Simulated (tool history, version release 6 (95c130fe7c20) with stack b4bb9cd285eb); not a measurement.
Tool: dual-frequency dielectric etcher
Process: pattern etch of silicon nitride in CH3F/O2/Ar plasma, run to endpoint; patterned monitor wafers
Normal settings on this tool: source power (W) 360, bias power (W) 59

run    hour  source power (W)  bias power (W)  incoming incoming film thickness, nm  endpoint time (s)
  1     0.0               430              55                                  55.0               85.4
       34.1  -- wet clean of the chamber
  2    88.0               430              55                                  54.4               85.9
  3   156.3               420              59                                  54.6               83.8
  4   256.4               420              59                                  54.7               83.8
  5   311.9               420              59                                  53.9               82.6
  6   382.4               360              59                                  54.4               87.7
      441.5  -- wet clean of the chamber
  7   443.2               360              59                                  54.1               88.8
  8   481.0               360              59                                  54.7               90.0
      513.9  -- upper electrode replaced
  9   567.1               430              66                                  54.3               80.2
      623.3  -- bias power generator calibrated
 10   668.0               320              72                                  54.4               85.9
 11   760.4               360              59                                  54.7               88.3
      836.4  -- wet clean of the chamber
 12   836.9               440              54                                  54.4               85.9
      873.4  -- source power generator calibrated
 13   929.7               320              67                                  54.5               88.5
 14  1028.3               400              50                                  53.9               88.4
 15  1075.9               360              59                                  54.9               89.0
     1182.3  -- wet clean of the chamber
 16  1182.8               400              59                                  54.7               86.5

Predict each of these 4 candidate next runs independently; none follows another, all start after run 16:
  A  1183.2               360              59                                  54.3                  ?
  B  1183.2               310              47                                  54.3                  ?
  C  1183.2               330              47                                  54.3                  ?
  D  1183.2               280              74                                  54.3                  ?

run  endpoint time (s)
  A               88.6
  B              100.4
  C               98.3
  D               89.3
The same runs, with their run-to-run variation unchanged, on a tool lacking any hidden condition would have given:
run  endpoint time (s)
  A               88.4
  B              100.2
  C               98.1
  D               89.1
